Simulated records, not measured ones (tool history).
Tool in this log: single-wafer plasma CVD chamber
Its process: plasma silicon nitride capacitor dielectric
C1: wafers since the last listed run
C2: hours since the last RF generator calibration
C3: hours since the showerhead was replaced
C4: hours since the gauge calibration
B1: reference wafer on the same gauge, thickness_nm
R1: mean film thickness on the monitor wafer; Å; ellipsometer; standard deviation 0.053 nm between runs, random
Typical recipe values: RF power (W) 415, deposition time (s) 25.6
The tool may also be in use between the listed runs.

{"run": 1, "hour": 0.0, "RF power (W)": 415, "deposition time (s)": 25.6, "C1": 0, "C2": 2033.7, "C3": 3926.4, "C4": 150.0, "B1": 35.4, "R1": 343.29}
{"run": 2, "hour": 16.8, "RF power (W)": 415, "deposition time (s)": 25.6, "C1": 564, "C2": 2050.5, "C3": 3943.2, "C4": 166.8, "B1": 35.397, "R1": 344.93}
{"run": 3, "hour": 66.5, "RF power (W)": 385, "deposition time (s)": 27.4, "C1": 1669, "C2": 2100.2, "C3": 3992.9, "C4": 216.5, "B1": 35.4, "R1": 360.99}
{"run": 4, "hour": 77.0, "RF power (W)": 385, "deposition time (s)": 27.4, "C1": 352, "C2": 2110.7, "C3": 4003.4, "C4": 227.0, "B1": 35.403, "R1": 361.49}
{"run": 5, "hour": 99.4, "RF power (W)": 385, "deposition time (s)": 27.4, "C1": 752, "C2": 2133.1, "C3": 4025.8, "C4": 249.4, "B1": 35.4, "R1": 360.7}
{"run": 6, "hour": 137.0, "RF power (W)": 415, "deposition time (s)": 25.6, "C1": 1262, "C2": 2170.7, "C3": 4063.4, "C4": 287.0, "B1": 35.391, "R1": 344.6}
{"run": 7, "hour": 153.1, "RF power (W)": 415, "deposition time (s)": 25.6, "C1": 540, "C2": 2186.8, "C3": 4079.5, "C4": 303.1, "B1": 35.395, "R1": 343.87}
{"run": 8, "hour": 160.0, "RF power (W)": 415, "deposition time (s)": 25.6, "C1": 231, "C2": 2193.7, "C3": 4086.4, "C4": 310.0, "B1": 35.412, "R1": 343.96}
{"run": 9, "hour": 168.5, "RF power (W)": 415, "deposition time (s)": 25.6, "C1": 285, "C2": 2202.2, "C3": 4094.9, "C4": 318.5, "B1": 35.405, "R1": 344.51}
{"run": 10, "hour": 175.1, "RF power (W)": 415, "deposition time (s)": 25.6, "C1": 221, "C2": 2208.8, "C3": 4101.5, "C4": 325.1, "B1": 35.391, "R1": 344.59}
{"hour": 182.0, "done": "gauge calibrated"}
{"run": 11, "hour": 188.6, "RF power (W)": 415, "deposition time (s)": 25.6, "C1": 453, "C2": 2222.3, "C3": 4115.0, "C4": 6.6, "B1": 35.377, "R1": 343.75}
{"run": 12, "hour": 198.4, "RF power (W)": 415, "deposition time (s)": 25.6, "C1": 329, "C2": 2232.1, "C3": 4124.8, "C4": 16.4, "B1": 35.387, "R1": 344.81}
{"run": 13, "hour": 206.5, "RF power (W)": 415, "deposition time (s)": 25.6, "C1": 272, "C2": 2240.2, "C3": 4132.9, "C4": 24.5, "B1": 35.404, "R1": 344.09}
{"run": 14, "hour": 217.3, "RF power (W)": 415, "deposition time (s)": 25.6, "C1": 362, "C2": 2251.0, "C3": 4143.7, "C4": 35.3, "B1": 35.387, "R1": 343.65}
{"run": 15, "hour": 228.6, "RF power (W)": 415, "deposition time (s)": 25.6, "C1": 379, "C2": 2262.3, "C3": 4155.0, "C4": 46.6, "B1": 35.394, "R1": 343.97}
{"run": 16, "hour": 241.6, "RF power (W)": 415, "deposition time (s)": 25.6, "C1": 436, "C2": 2275.3, "C3": 4168.0, "C4": 59.6, "B1": 35.39, "R1": 344.09}
{"run": 17, "hour": 253.1, "RF power (W)": 415, "deposition time (s)": 25.6, "C1": 386, "C2": 2286.8, "C3": 4179.5, "C4": 71.1, "B1": 35.395, "R1": 343.42}
{"run": 18, "hour": 266.3, "RF power (W)": 415, "deposition time (s)": 25.6, "C1": 443, "C2": 2300.0, "C3": 4192.7, "C4": 84.3, "B1": 35.408, "R1": 343.75}
{"run": 19, "hour": 275.9, "RF power (W)": 415, "deposition time (s)": 28.1, "C1": 322, "C2": 2309.6, "C3": 4202.3, "C4": 93.9, "B1": 35.389, "R1": 377.92}
{"run": 20, "hour": 290.7, "RF power (W)": 415, "deposition time (s)": 25.6, "C1": 497, "C2": 2324.4, "C3": 4217.1, "C4": 108.7, "B1": 35.394, "R1": 343.93}
{"run": 21, "hour": 301.3, "RF power (W)": 415, "deposition time (s)": 25.6, "C1": 355, "C2": 2335.0, "C3": 4227.7, "C4": 119.3, "B1": 35.405, "R1": 344.09}
{"run": 22, "hour": 315.7, "RF power (W)": 415, "deposition time (s)": 25.6, "C1": 483, "C2": 2349.4, "C3": 4242.1, "C4": 133.7, "B1": 35.394, "R1": 343.95}
{"run": 23, "hour": 324.0, "RF power (W)": 415, "deposition time (s)": 25.6, "C1": 278, "C2": 2357.7, "C3": 4250.4, "C4": 142.0, "B1": 35.387, "R1": 343.18}
{"run": 24, "hour": 332.9, "RF power (W)": 335, "deposition time (s)": 23.3, "C1": 298, "C2": 2366.6, "C3": 4259.3, "C4": 150.9, "B1": 35.393, "R1": 295.56}
{"run": 25, "hour": 346.3, "RF power (W)": 350, "deposition time (s)": 22.1, "C1": 450, "C2": 2380.0, "C3": 4272.7, "C4": 164.3, "B1": 35.401, "R1": 284.91}
{"run": 26, "hour": 358.6, "RF power (W)": 390, "deposition time (s)": 25.6, "C1": 413, "C2": 2392.3, "C3": 4285.0, "C4": 176.6, "B1": 35.395, "R1": 337.88}
{"run": 27, "hour": 368.4, "RF power (W)": 440, "deposition time (s)": 23.8, "C1": 329, "C2": 2402.1, "C3": 4294.8, "C4": 186.4, "B1": 35.411, "R1": 324.78}
{"run": 28, "hour": 379.8, "RF power (W)": 485, "deposition time (s)": 27.0, "C1": 382, "C2": 2413.5, "C3": 4306.2, "C4": 197.8, "B1": 35.404, "R1": 378.34}
{"run": 29, "hour": 388.5, "RF power (W)": 485, "deposition time (s)": 30.2, "C1": 292, "C2": 2422.2, "C3": 4314.9, "C4": 206.5, "B1": 35.393, "R1": 424.81}
{"run": 30, "hour": 395.2, "RF power (W)": 415, "deposition time (s)": 25.6, "C1": 225, "C2": 2428.9, "C3": 4321.6, "C4": 213.2, "B1": 35.408, "R1": 343.99}
{"hour": 407.0, "done": "showerhead replaced"}
{"hour": 416.3, "done": "RF generator calibrated"}
{"run": 31, "hour": 416.8, "RF power (W)": 415, "deposition time (s)": 25.6, "C1": 188, "C2": 0.5, "C3": 9.8, "C4": 234.8, "B1": 35.385, "R1": 351.59}
{"run": 32, "hour": 456.2, "RF power (W)": 415, "deposition time (s)": 25.6, "C1": 1323, "C2": 39.9, "C3": 49.2, "C4": 274.2, "B1": 35.41, "R1": 350.75}
{"hour": 473.3, "done": "gauge calibrated"}
{"run": 33, "hour": 496.0, "RF power (W)": 490, "deposition time (s)": 28.2, "C1": 1336, "C2": 79.7, "C3": 89.0, "C4": 22.7, "B1": 35.405, "R1": 404.63}
{"run": 34, "hour": 507.5, "RF power (W)": 475, "deposition time (s)": 25.6, "C1": 386, "C2": 91.2, "C3": 100.5, "C4": 34.2, "B1": 35.395, "R1": 365.12}
{"run": 35, "hour": 521.5, "RF power (W)": 365, "deposition time (s)": 30.5, "C1": 470, "C2": 105.2, "C3": 114.5, "C4": 48.2, "B1": 35.383, "R1": 403.68}
{"run": 36, "hour": 534.8, "RF power (W)": 450, "deposition time (s)": 25.6, "C1": 446, "C2": 118.5, "C3": 127.8, "C4": 61.5, "B1": 35.394, "R1": 358.71}
{"run": 37, "hour": 541.2, "RF power (W)": 415, "deposition time (s)": 25.6, "C1": 214, "C2": 124.9, "C3": 134.2, "C4": 67.9, "B1": 35.402, "R1": 350.06}
{"run": 38, "hour": 549.2, "RF power (W)": 415, "deposition time (s)": 25.6, "C1": 268, "C2": 132.9, "C3": 142.2, "C4": 75.9, "B1": 35.399, "R1": 350.67}
{"run": 39, "hour": 580.9, "RF power (W)": 480, "deposition time (s)": 21.9, "C1": 1064, "C2": 164.6, "C3": 173.9, "C4": 107.6, "B1": 35.408, "R1": 311.62}
{"run": 40, "hour": 594.3, "RF power (W)": 330, "deposition time (s)": 25.6, "C1": 450, "C2": 178.0, "C3": 187.3, "C4": 121.0, "B1": 35.388, "R1": 329.88}
{"run": 41, "hour": 609.0, "RF power (W)": 450, "deposition time (s)": 28.6, "C1": 493, "C2": 192.7, "C3": 202.0, "C4": 135.7, "B1": 35.409, "R1": 399.36}
{"run": 42, "hour": 623.8, "RF power (W)": 415, "deposition time (s)": 25.6, "C1": 497, "C2": 207.5, "C3": 216.8, "C4": 150.5, "B1": 35.387, "R1": 349.92}

4 ways to go on from here, each from the tool as it stands after run 42. What would each give?
{"run": "A", "hour": 624.2, "RF power (W)": 415, "deposition time (s)": 26.9, "C1": 13, "C2": 207.9, "C3": 217.2, "C4": 150.9, "B1": "?", "R1": "?"}
{"run": "B", "hour": 624.2, "RF power (W)": 385, "deposition time (s)": 26.9, "C1": 13, "C2": 207.9, "C3": 217.2, "C4": 150.9, "B1": "?", "R1": "?"}
{"run": "C", "hour": 624.2, "RF power (W)": 390, "deposition time (s)": 20.6, "C1": 13, "C2": 207.9, "C3": 217.2, "C4": 150.9, "B1": "?", "R1": "?"}
{"run": "D", "hour": 624.2, "RF power (W)": 380, "deposition time (s)": 25.6, "C1": 13, "C2": 207.9, "C3": 217.2, "C4": 150.9, "B1": "?", "R1": "?"}

run=A B1=35.412 R1=367.81
run=B B1=35.412 R1=360.44
run=C B1=35.412 R1=276.98
run=D B1=35.412 R1=341.82
With the hidden condition removed and each run's random variation left untouched, the same runs would have given:
run=A R1=370.82
run=B R1=363.39
run=C R1=279.25
run=D R1=344.62
